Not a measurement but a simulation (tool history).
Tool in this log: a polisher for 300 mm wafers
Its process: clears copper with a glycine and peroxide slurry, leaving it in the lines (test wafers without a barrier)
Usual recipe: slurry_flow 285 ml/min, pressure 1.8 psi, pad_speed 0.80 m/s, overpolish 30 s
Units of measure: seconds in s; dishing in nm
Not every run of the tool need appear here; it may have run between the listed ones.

run	hour	slurry_flow	pressure	pad_speed	overpolish	wafers since the last listed run	wafers polished on this pad	hours since the slurry nozzle was cleaned	hours since the head pressure was calibrated	incoming thickness of the incoming film, nm	seconds	dishing
1	0.0	285	1.4	0.80	30	0	857	3.4	901.4	497.8	159.6	58.1
2	78.8	285	1.4	0.80	30	364	1221	82.2	980.2	491.1	157.3	57.4
# hour 168.6: worn pad replaced by a new one
3	185.1	285	1.8	0.80	30	472	76	188.5	1086.5	489.8	143.3	64.4
# hour 284.3: head pressure recalibrated
4	291.0	285	1.8	0.80	30	480	556	294.4	6.7	496.3	140.8	63.8
# hour 356.9: slurry nozzle cleaned
5	392.3	285	1.8	0.80	30	463	1020	35.4	108.0	493.3	138.9	63.0
6	470.5	285	1.8	0.80	30	361	1381	113.6	186.2	494.8	136.2	65.1
7	539.9	285	1.8	0.80	17	320	1702	183.0	255.6	501.2	137.9	43.3
# hour 558.0: worn pad replaced by a new one
8	599.6	285	1.8	0.80	30	257	192	242.7	315.3	490.5	135.9	62.5
9	677.2	285	1.5	0.80	30	358	551	320.3	392.9	491.2	151.4	60.0
10	719.1	285	2.1	0.80	30	193	744	362.2	434.8	492.7	129.0	66.1
# hour 764.5: slurry nozzle cleaned
11	811.4	285	2.1	0.80	30	422	1166	46.9	527.1	505.0	128.7	69.6
12	916.3	285	2.1	0.80	30	484	1651	151.8	632.0	497.7	127.9	66.7
13	968.8	285	1.8	0.80	30	242	1894	204.3	684.5	495.1	143.8	62.0
# hour 982.2: worn pad replaced by a new one
14	1049.2	285	1.8	0.80	30	353	309	284.7	764.9	496.0	144.4	62.3
# hour 1151.8: slurry nozzle cleaned
15	1156.3	285	1.8	0.80	30	490	799	4.5	872.0	499.3	144.9	63.3
16	1226.6	220	1.2	0.72	30	324	1124	74.8	942.3	494.2	190.5	52.5
17	1281.8	210	1.8	0.80	30	255	1380	130.0	997.5	488.1	147.5	64.3
18	1331.6	190	1.8	0.80	13	230	1610	179.8	1047.3	491.6	154.2	33.5
# hour 1362.6: worn pad replaced by a new one
# hour 1381.1: head pressure recalibrated
19	1427.9	285	1.8	0.80	30	417	292	276.1	46.8	502.7	138.0	66.9
20	1493.6	285	1.8	0.80	30	303	596	341.8	112.5	495.9	139.2	65.5
21	1546.0	350	1.6	0.64	35	242	838	394.2	164.9	492.0	159.3	65.3
# hour 1586.5: slurry nozzle cleaned
22	1613.5	285	1.8	0.56	46	307	1145	27.0	232.4	501.9	170.6	78.2
23	1690.2	285	2.1	0.80	30	354	1500	103.7	309.1	497.7	125.7	68.4
24	1747.9	225	1.8	0.80	19	266	1767	161.4	366.8	499.2	141.1	45.4
# hour 1781.1: worn pad replaced by a new one
25	1795.0	285	1.8	0.80	30	199	64	208.5	413.9	496.3	136.2	66.5
26	1851.8	195	1.8	0.80	14	262	326	265.3	470.7	503.1	141.9	35.1
27	1923.5	345	1.6	0.64	19	331	658	337.0	542.4	497.8	163.6	41.9
# hour 1965.9: slurry nozzle cleaned
28	2007.9	285	1.8	0.80	30	385	1043	42.0	626.8	494.0	137.9	66.0

Each row is a separate what-if for the run after 28, all from the same tool condition, not one after another. Results?
A	2008.4	285	1.8	0.80	21	2	1045	42.5	627.3	502.2	?	?
B	2008.4	285	1.8	0.70	30	2	1045	42.5	627.3	502.2	?	?
C	2008.4	310	1.8	1.06	30	2	1045	42.5	627.3	502.2	?	?

run	seconds	dishing
A	140.5	50.6
B	152.0	62.1
C	116.7	71.5
Had the tool no hidden state, the same runs would have come out as:
run	seconds	dishing
A	138.5	51.2
B	149.8	62.8
C	114.9	72.3

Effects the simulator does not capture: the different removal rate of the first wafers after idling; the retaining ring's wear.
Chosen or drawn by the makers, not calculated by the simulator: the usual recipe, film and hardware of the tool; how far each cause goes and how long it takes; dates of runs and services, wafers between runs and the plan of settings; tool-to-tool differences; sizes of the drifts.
